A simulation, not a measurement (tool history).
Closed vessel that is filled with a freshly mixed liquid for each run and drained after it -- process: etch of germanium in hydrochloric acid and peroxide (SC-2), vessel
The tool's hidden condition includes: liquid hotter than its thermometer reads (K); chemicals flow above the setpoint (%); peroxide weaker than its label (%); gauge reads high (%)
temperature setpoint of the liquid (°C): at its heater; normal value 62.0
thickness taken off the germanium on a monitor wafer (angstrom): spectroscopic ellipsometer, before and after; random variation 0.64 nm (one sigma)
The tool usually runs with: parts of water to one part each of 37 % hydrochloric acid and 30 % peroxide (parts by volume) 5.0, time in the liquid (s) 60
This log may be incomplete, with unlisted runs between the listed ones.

| run | hour | temperature setpoint of the liquid (°C) | parts of water to one part each of 37 % hydrochloric acid and 30 % peroxide (parts by volume) | time in the liquid (s) | wafers since the last listed run | hours since the thermometer was replaced | hours since the chemicals flow meter was replaced | hours since the drum of peroxide was connected | hours since the gauge calibration | read-back film thickness of the germanium reference wafer, read on the same gauge (nm) | thickness taken off the germanium on a monitor wafer (angstrom) |
|---|---|---|---|---|---|---|---|---|---|---|---|
| 1 | 0.0 | 55.5 | 5.0 | 60 | 0 | 426.9 | 1069.2 | 142.4 | 701.1 | 29.47 | 1198.3 |
| 2 | 27.9 | 55.5 | 5.0 | 60 | 2880 | 454.8 | 1097.1 | 170.3 | 729.0 | 29.41 | 1212.1 |
| 3 | 84.2 | 55.5 | 5.0 | 60 | 5813 | 511.1 | 1153.4 | 226.6 | 785.3 | 29.39 | 1213.6 |
| 4 | 138.9 | 65.5 | 5.0 | 60 | 5648 | 565.8 | 1208.1 | 281.3 | 840.0 | 29.40 | 1624.6 |
| 5 | 193.3 | 65.5 | 5.0 | 60 | 5617 | 620.2 | 1262.5 | 335.7 | 894.4 | 29.33 | 1624.8 |
| 6 | 253.5 | 62.0 | 5.0 | 60 | 6216 | 680.4 | 1322.7 | 395.9 | 954.6 | 29.26 | 1463.8 |
| 7 | 354.1 | 62.0 | 6.0 | 60 | 10387 | 781.0 | 1423.3 | 496.5 | 1055.2 | 29.21 | 1452.3 |
| 8 | 387.5 | 62.0 | 5.0 | 60 | 3448 | 814.4 | 1456.7 | 529.9 | 1088.6 | 29.14 | 1451.6 |
|  | 416.1 | new drum of peroxide connected |
| 9 | 439.3 | 62.0 | 5.0 | 60 | 5245 | 866.2 | 1508.5 | 23.2 | 1140.4 | 29.09 | 1455.2 |
| 10 | 471.5 | 54.5 | 5.0 | 60 | 3324 | 898.4 | 1540.7 | 55.4 | 1172.6 | 29.15 | 1156.1 |
| 11 | 524.2 | 54.5 | 5.0 | 60 | 5441 | 951.1 | 1593.4 | 108.1 | 1225.3 | 29.07 | 1161.3 |
| 12 | 589.5 | 54.5 | 5.0 | 60 | 6742 | 1016.4 | 1658.7 | 173.4 | 1290.6 | 28.99 | 1150.5 |
| 13 | 689.3 | 62.0 | 5.0 | 50 | 10305 | 1116.2 | 1758.5 | 273.2 | 1390.4 | 28.95 | 1213.5 |
| 14 | 729.2 | 62.0 | 5.0 | 75 | 4119 | 1156.1 | 1798.4 | 313.1 | 1430.3 | 28.95 | 1827.4 |
| 15 | 756.4 | 62.0 | 4.0 | 90 | 2808 | 1183.3 | 1825.6 | 340.3 | 1457.5 | 28.86 | 2176.3 |
| 16 | 810.3 | 62.0 | 5.0 | 60 | 5565 | 1237.2 | 1879.5 | 394.2 | 1511.4 | 28.87 | 1443.5 |
| 17 | 881.6 | 54.0 | 4.0 | 50 | 7362 | 1308.5 | 1950.8 | 465.5 | 1582.7 | 28.80 | 948.6 |
|  | 906.2 | new drum of peroxide connected |
|  | 934.3 | chemicals flow meter replaced |
| 18 | 951.1 | 64.5 | 7.5 | 60 | 6969 | 1378.0 | 16.8 | 44.9 | 1652.2 | 28.79 | 1526.3 |
|  | 953.3 | gauge calibrated |
|  | 985.4 | thermometer replaced |
| 19 | 987.8 | 58.5 | 4.0 | 60 | 3686 | 2.4 | 53.5 | 81.6 | 34.5 | 29.83 | 1343.3 |
| 20 | 1036.4 | 62.0 | 4.0 | 90 | 5018 | 51.0 | 102.1 | 130.2 | 83.1 | 29.77 | 2245.7 |
| 21 | 1099.0 | 54.0 | 4.0 | 50 | 6463 | 113.6 | 164.7 | 192.8 | 145.7 | 29.74 | 971.9 |
| 22 | 1153.6 | 62.0 | 7.0 | 95 | 5637 | 168.2 | 219.3 | 247.4 | 200.3 | 29.71 | 2333.1 |
| 23 | 1183.8 | 57.0 | 7.0 | 60 | 3118 | 198.4 | 249.5 | 277.6 | 230.5 | 29.66 | 1256.6 |
| 24 | 1235.7 | 69.5 | 4.0 | 50 | 5359 | 250.3 | 301.4 | 329.5 | 282.4 | 29.67 | 1539.7 |
| 25 | 1289.5 | 52.0 | 6.0 | 45 | 5555 | 304.1 | 355.2 | 383.3 | 336.2 | 29.60 | 811.0 |
| 26 | 1357.5 | 52.5 | 5.0 | 40 | 7021 | 372.1 | 423.2 | 451.3 | 404.2 | 29.54 | 733.1 |
|  | 1387.1 | new drum of peroxide connected |
| 27 | 1397.2 | 62.0 | 5.5 | 60 | 3996 | 411.8 | 462.9 | 10.1 | 443.9 | 29.52 | 1461.9 |
| 28 | 1427.4 | 54.0 | 6.5 | 75 | 3118 | 442.0 | 493.1 | 40.3 | 474.1 | 29.46 | 1422.5 |
| 29 | 1482.8 | 62.0 | 4.5 | 30 | 5720 | 497.4 | 548.5 | 95.7 | 529.5 | 29.45 | 741.6 |

3 ways to go on from here, each from the tool as it stands after run 29. What would each give?
| A | 1483.5 | 62.0 | 5.0 | 60 | 72 | 498.1 | 549.2 | 96.4 | 530.2 | ? | ? |
| B | 1483.5 | 66.0 | 5.0 | 30 | 72 | 498.1 | 549.2 | 96.4 | 530.2 | ? | ? |
| C | 1483.5 | 62.0 | 4.0 | 80 | 72 | 498.1 | 549.2 | 96.4 | 530.2 | ? | ? |

| run | read-back film thickness of the germanium reference wafer, read on the same gauge (nm) | thickness taken off the germanium on a monitor wafer (angstrom) |
|---|---|---|
| A | 29.43 | 1470.6 |
| B | 29.43 | 827.1 |
| C | 29.43 | 1971.6 |
Stripped of hidden state, with their random variation kept, the same runs would have yielded:
| run | thickness taken off the germanium on a monitor wafer (angstrom) |
|---|---|
| A | 1498.0 |
| B | 842.4 |
| C | 2008.3 |
